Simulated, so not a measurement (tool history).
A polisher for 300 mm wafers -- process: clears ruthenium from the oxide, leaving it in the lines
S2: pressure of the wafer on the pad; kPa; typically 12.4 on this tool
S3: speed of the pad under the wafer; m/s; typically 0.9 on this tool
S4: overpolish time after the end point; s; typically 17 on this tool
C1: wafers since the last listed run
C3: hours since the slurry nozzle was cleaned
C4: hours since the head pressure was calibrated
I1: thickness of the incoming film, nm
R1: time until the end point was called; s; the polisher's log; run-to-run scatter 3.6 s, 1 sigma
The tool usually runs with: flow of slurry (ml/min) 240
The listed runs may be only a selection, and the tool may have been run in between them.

run 1 hour=0 | flow_of_slurry_(ml/min)=240 S2=14.5 S3=0.9 S4=17 | C1=0 wafers_polished_on_this_pad=41 C3=61.3 C4=509.7 | I1=130.2 | R1=177.3
run 2 hour=94.3 | flow_of_slurry_(ml/min)=240 S2=14.5 S3=0.9 S4=17 | C1=669 wafers_polished_on_this_pad=710 C3=155.6 C4=604 | I1=129.2 | R1=179.1
-- hour=148.9 head pressure recalibrated
run 3 hour=172.9 | flow_of_slurry_(ml/min)=240 S2=14.5 S3=0.9 S4=17 | C1=543 wafers_polished_on_this_pad=1254 C3=234.2 C4=24 | I1=131.1 | R1=180.2
run 4 hour=268.4 | flow_of_slurry_(ml/min)=305 S2=12.4 S3=0.9 S4=17 | C1=677 wafers_polished_on_this_pad=1932 C3=329.7 C4=119.5 | I1=129.1 | R1=195.8
run 5 hour=375.2 | flow_of_slurry_(ml/min)=240 S2=12.4 S3=0.9 S4=17 | C1=758 wafers_polished_on_this_pad=2690 C3=436.5 C4=226.3 | I1=132.2 | R1=203.8
run 6 hour=480 | flow_of_slurry_(ml/min)=240 S2=12.4 S3=0.9 S4=17 | C1=743 wafers_polished_on_this_pad=3434 C3=541.3 C4=331.1 | I1=131.3 | R1=210.9
run 7 hour=541.8 | flow_of_slurry_(ml/min)=240 S2=12.4 S3=0.9 S4=17 | C1=438 wafers_polished_on_this_pad=3872 C3=603.1 C4=392.9 | I1=129.3 | R1=202.4
run 8 hour=599.6 | flow_of_slurry_(ml/min)=240 S2=12.4 S3=0.9 S4=17 | C1=410 wafers_polished_on_this_pad=4283 C3=660.9 C4=450.7 | I1=127.6 | R1=203.5
-- hour=641.5 slurry nozzle cleaned
run 9 hour=681.8 | flow_of_slurry_(ml/min)=240 S2=13.8 S3=0.96 S4=17 | C1=576 wafers_polished_on_this_pad=4859 C3=40.3 C4=532.9 | I1=129.3 | R1=181.9
-- hour=717.5 worn pad replaced by a new one
-- hour=795.2 head pressure recalibrated
run 10 hour=959.1 | flow_of_slurry_(ml/min)=240 S2=13.8 S3=0.96 S4=17 | C1=1925 wafers_polished_on_this_pad=1700 C3=317.6 C4=163.9 | I1=129.3 | R1=188.3
run 11 hour=1049.8 | flow_of_slurry_(ml/min)=240 S2=13.8 S3=0.96 S4=17 | C1=643 wafers_polished_on_this_pad=2344 C3=408.3 C4=254.6 | I1=132.2 | R1=194.5
run 12 hour=1222.1 | flow_of_slurry_(ml/min)=260 S2=12.4 S3=0.9 S4=17 | C1=1222 wafers_polished_on_this_pad=3567 C3=580.6 C4=426.9 | I1=130.2 | R1=219.3
-- hour=1273.4 slurry nozzle cleaned
run 13 hour=1311.9 | flow_of_slurry_(ml/min)=260 S2=12.4 S3=0.9 S4=17 | C1=630 wafers_polished_on_this_pad=4197 C3=38.5 C4=516.7 | I1=131.1 | R1=230.5
-- hour=1362.8 head pressure recalibrated
run 14 hour=1390.6 | flow_of_slurry_(ml/min)=260 S2=12.4 S3=0.9 S4=17 | C1=544 wafers_polished_on_this_pad=4742 C3=117.2 C4=27.8 | I1=128.7 | R1=235.4
-- hour=1421.2 worn pad replaced by a new one, repeated, since the last time left the tool worse
run 15 hour=1484 | flow_of_slurry_(ml/min)=240 S2=12.4 S3=0.9 S4=17 | C1=634 wafers_polished_on_this_pad=445 C3=210.6 C4=121.2 | I1=129.9 | R1=201.8
run 16 hour=1777.7 | flow_of_slurry_(ml/min)=240 S2=12.4 S3=0.9 S4=17 | C1=2084 wafers_polished_on_this_pad=2530 C3=504.3 C4=414.9 | I1=129.8 | R1=197.4
run 17 hour=1835.2 | flow_of_slurry_(ml/min)=240 S2=14.5 S3=1.06 S4=9 | C1=408 wafers_polished_on_this_pad=2938 C3=561.8 C4=472.4 | I1=132.9 | R1=155.2
run 18 hour=1929 | flow_of_slurry_(ml/min)=215 S2=12.4 S3=0.9 S4=17 | C1=665 wafers_polished_on_this_pad=3604 C3=655.6 C4=566.2 | I1=127.8 | R1=204.7
-- hour=1947.3 head pressure recalibrated
-- hour=1988.4 slurry nozzle cleaned
run 19 hour=2036.1 | flow_of_slurry_(ml/min)=240 S2=12.4 S3=0.7 S4=22 | C1=738 wafers_polished_on_this_pad=4342 C3=47.7 C4=88.8 | I1=130 | R1=259.7
-- hour=2080.5 worn pad replaced by a new one
run 20 hour=2125.9 | flow_of_slurry_(ml/min)=240 S2=9.7 S3=0.9 S4=17 | C1=608 wafers_polished_on_this_pad=321 C3=137.5 C4=178.6 | I1=130.7 | R1=233.3
run 21 hour=2232.3 | flow_of_slurry_(ml/min)=240 S2=12.4 S3=0.9 S4=8 | C1=755 wafers_polished_on_this_pad=1077 C3=243.9 C4=285 | I1=129.2 | R1=195.2
run 22 hour=2288.2 | flow_of_slurry_(ml/min)=240 S2=12.4 S3=0.9 S4=17 | C1=396 wafers_polished_on_this_pad=1473 C3=299.8 C4=340.9 | I1=129.8 | R1=201.8
run 23 hour=2380.3 | flow_of_slurry_(ml/min)=280 S2=10.3 S3=0.9 S4=17 | C1=653 wafers_polished_on_this_pad=2127 C3=391.9 C4=433 | I1=130.1 | R1=226.7
run 24 hour=2430.7 | flow_of_slurry_(ml/min)=240 S2=12.4 S3=0.9 S4=14 | C1=357 wafers_polished_on_this_pad=2485 C3=442.3 C4=483.4 | I1=131.4 | R1=202.8
run 25 hour=2488.5 | flow_of_slurry_(ml/min)=240 S2=12.4 S3=0.9 S4=17 | C1=410 wafers_polished_on_this_pad=2895 C3=500.1 C4=541.2 | I1=129.1 | R1=197
-- hour=2504.9 head pressure recalibrated
run 26 hour=2574.7 | flow_of_slurry_(ml/min)=310 S2=12.4 S3=0.9 S4=17 | C1=597 wafers_polished_on_this_pad=3493 C3=586.3 C4=69.8 | I1=130.3 | R1=197.7
run 27 hour=2613.8 | flow_of_slurry_(ml/min)=240 S2=11 S3=0.9 S4=17 | C1=277 wafers_polished_on_this_pad=3770 C3=625.4 C4=108.9 | I1=131.5 | R1=213.9
-- hour=2633.6 worn pad replaced by a new one
-- hour=2671.6 slurry nozzle cleaned
run 28 hour=2692.6 | flow_of_slurry_(ml/min)=240 S2=16.5 S3=0.9 S4=17 | C1=523 wafers_polished_on_this_pad=411 C3=21 C4=187.7 | I1=128.8 | R1=160.6
run 29 hour=2795.2 | flow_of_slurry_(ml/min)=280 S2=11 S3=1.16 S4=10 | C1=728 wafers_polished_on_this_pad=1139 C3=123.6 C4=290.3 | I1=129.8 | R1=157.8
run 30 hour=2867.9 | flow_of_slurry_(ml/min)=240 S2=12.4 S3=0.9 S4=17 | C1=516 wafers_polished_on_this_pad=1655 C3=196.3 C4=363 | I1=130.5 | R1=202.3
run 31 hour=2969.5 | flow_of_slurry_(ml/min)=240 S2=12.4 S3=0.9 S4=17 | C1=721 wafers_polished_on_this_pad=2377 C3=297.9 C4=464.6 | I1=130.6 | R1=204.1
-- hour=3065.4 head pressure recalibrated
run 32 hour=3071.1 | flow_of_slurry_(ml/min)=240 S2=12.4 S3=1.22 S4=21 | C1=706 wafers_polished_on_this_pad=3083 C3=399.5 C4=5.7 | I1=132.8 | R1=148.5
run 33 hour=3167.5 | flow_of_slurry_(ml/min)=220 S2=12.4 S3=0.9 S4=9 | C1=684 wafers_polished_on_this_pad=3768 C3=495.9 C4=102.1 | I1=130.4 | R1=213.8

Run by run, hidden condition taken away, random variation retained:
The hidden state here: removal rate lost through wear of the pad, %; slurry flow missing at the pad, %; deviation of the head's pressure from its setpoint, %.
run=1 R1=175.4
run=2 R1=177
run=3 R1=177.7
run=4 R1=192.1
run=5 R1=198.4
run=6 R1=203.1
run=7 R1=193.6
run=8 R1=193.1
run=9 R1=170.5
run=10 R1=168
run=11 R1=172.3
run=12 R1=190.8
run=13 R1=198
run=14 R1=199.7
run=15 R1=201
run=16 R1=194
run=17 R1=151.8
run=18 R1=198.3
run=19 R1=248
run=20 R1=233.2
run=21 R1=194.7
run=22 R1=200.8
run=23 R1=224.3
run=24 R1=200
run=25 R1=193.3
run=26 R1=192.3
run=27 R1=207.1
run=28 R1=160.1
run=29 R1=156.8
run=30 R1=200.4
run=31 R1=200.9
run=32 R1=144.9
run=33 R1=206.4
